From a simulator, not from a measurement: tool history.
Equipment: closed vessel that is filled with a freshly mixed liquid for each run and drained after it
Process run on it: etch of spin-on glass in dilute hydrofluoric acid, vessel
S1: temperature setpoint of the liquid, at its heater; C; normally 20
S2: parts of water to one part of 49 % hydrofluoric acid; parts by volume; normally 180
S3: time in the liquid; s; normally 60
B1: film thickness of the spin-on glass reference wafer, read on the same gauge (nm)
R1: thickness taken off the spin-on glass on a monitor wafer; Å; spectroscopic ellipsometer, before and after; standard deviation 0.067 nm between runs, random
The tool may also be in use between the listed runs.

| run | hour | S1 | S2 | S3 | B1 | R1 |
|---|---|---|---|---|---|---|
| 1 | 0 | 20 | 180 | 60 | 91.75 | 112.5 |
| 2 | 63.9 | 20 | 180 | 60 | 91.86 | 112.3 |
| 3 | 106.3 | 20 | 180 | 60 | 91.9 | 112.3 |
| 4 | 130.8 | 20 | 180 | 60 | 91.95 | 112.1 |
| 5 | 157.4 | 20 | 180 | 60 | 91.98 | 113.4 |
|  | 208.8 | hydrofluoric acid flow meter replaced |
| 6 | 211.5 | 20 | 180 | 60 | 91.99 | 111.6 |
| 7 | 237.2 | 20 | 180 | 55 | 92.03 | 102.8 |

What does the tool deliver on the next run?
|  | 266.8 | gauge calibrated |
|  | 285 | thermometer replaced |
| 8 | 307.3 | 20 | 120 | 60 | ? | ? |

For run 8 the tool returned B1 90.32, R1 178.8 Å.
Had the tool carried no hidden state, the very same run would have given R1 178.2 Å.
